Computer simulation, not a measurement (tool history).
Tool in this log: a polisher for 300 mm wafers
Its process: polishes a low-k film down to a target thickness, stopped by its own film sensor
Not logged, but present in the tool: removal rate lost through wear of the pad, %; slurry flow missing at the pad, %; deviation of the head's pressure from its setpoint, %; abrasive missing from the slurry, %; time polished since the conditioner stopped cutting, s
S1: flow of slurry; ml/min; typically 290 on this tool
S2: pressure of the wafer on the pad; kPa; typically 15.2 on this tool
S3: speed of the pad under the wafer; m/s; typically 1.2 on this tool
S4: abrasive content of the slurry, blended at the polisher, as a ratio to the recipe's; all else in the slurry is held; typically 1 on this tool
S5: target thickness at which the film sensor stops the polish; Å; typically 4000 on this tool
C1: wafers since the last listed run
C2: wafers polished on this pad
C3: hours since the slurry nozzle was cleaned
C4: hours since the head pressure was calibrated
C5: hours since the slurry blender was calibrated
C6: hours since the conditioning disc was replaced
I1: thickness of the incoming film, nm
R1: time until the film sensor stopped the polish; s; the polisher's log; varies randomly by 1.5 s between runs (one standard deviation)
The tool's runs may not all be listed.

Run 1, hour 0: usual settings; C1 0; C2 454; C3 465.1; C4 922.9; C5 212.1; C6 155.8; I1 439.6. Result: R1 95.5 s.
Run 2, hour 9.1: usual settings; C1 81; C2 535; C3 474.2; C4 932; C5 221.2; C6 164.9; I1 440.1. Result: R1 95.6 s.
At hour 27.4: worn pad replaced by a new one.
Run 3, hour 27.9: usual settings but S4 0.9; C1 132; C2 4; C3 493; C4 950.8; C5 240; C6 183.7; I1 444.7. Result: R1 106.8 s.
Run 4, hour 39.1: usual settings but S4 0.9; C1 99; C2 104; C3 504.2; C4 962; C5 251.2; C6 194.9; I1 437.7. Result: R1 95.5 s.
Run 5, hour 53.1: usual settings but S4 0.9; C1 124; C2 229; C3 518.2; C4 976; C5 265.2; C6 208.9; I1 438.6. Result: R1 98.5 s.
Run 6, hour 65.5: usual settings; C1 110; C2 339; C3 530.6; C4 988.4; C5 277.6; C6 221.3; I1 447. Result: R1 117 s.
Run 7, hour 81: usual settings but S5 4100 Å; C1 138; C2 478; C3 546.1; C4 1003.9; C5 293.1; C6 236.8; I1 432.5. Result: R1 56.5 s.
Run 8, hour 98.1: usual settings; C1 152; C2 630; C3 563.2; C4 1021; C5 310.2; C6 253.9; I1 433.3. Result: R1 84.1 s.
Run 9, hour 108.5: usual settings; C1 92; C2 723; C3 573.6; C4 1031.4; C5 320.6; C6 264.3; I1 445. Result: R1 116.6 s.
At hour 115.4: worn pad replaced by a new one.
Run 10, hour 115.9: usual settings; C1 30; C2 4; C3 581; C4 1038.8; C5 328; C6 271.7; I1 442.9. Result: R1 102.1 s.
At hour 119: head pressure recalibrated.
Run 11, hour 133: usual settings but S2 10.3 kPa, S3 0.8 m/s, S4 1.25; C1 134; C2 139; C3 598.1; C4 14; C5 345.1; C6 288.8; I1 442.7. Result: R1 159.3 s.
Run 12, hour 147.2: usual settings but S1 225 ml/min; C1 126; C2 266; C3 612.3; C4 28.2; C5 359.3; C6 303; I1 436.4. Result: R1 94.7 s.
Run 13, hour 158.3: usual settings but S5 3960 Å; C1 99; C2 365; C3 623.4; C4 39.3; C5 370.4; C6 314.1; I1 443.3. Result: R1 121 s.
Run 14, hour 165.4: usual settings but S1 195 ml/min, S2 20.7 kPa, S4 1.2, S5 4130 Å; C1 63; C2 428; C3 630.5; C4 46.4; C5 377.5; C6 321.2; I1 439.3. Result: R1 49.7 s.
At hour 172.1: slurry blender recalibrated.
At hour 178.7: conditioning disc replaced and pad reconditioned.
Run 15, hour 181.2: usual settings but S1 345 ml/min, S4 0.75; C1 105; C2 533; C3 646.3; C4 62.2; C5 9.1; C6 2.5; I1 442.3. Result: R1 118.2 s.

Forecast run 16:
Run 16, hour 195.2: usual settings but S1 200 ml/min; C1 124; C2 658; C3 660.3; C4 76.2; C5 23.1; C6 16.5; I1 447.6. Result: R1 ?.

Run 16 came out at R1 117.8 s.
Minus the tool's unlogged condition, the same run would have read R1 108.1 s.

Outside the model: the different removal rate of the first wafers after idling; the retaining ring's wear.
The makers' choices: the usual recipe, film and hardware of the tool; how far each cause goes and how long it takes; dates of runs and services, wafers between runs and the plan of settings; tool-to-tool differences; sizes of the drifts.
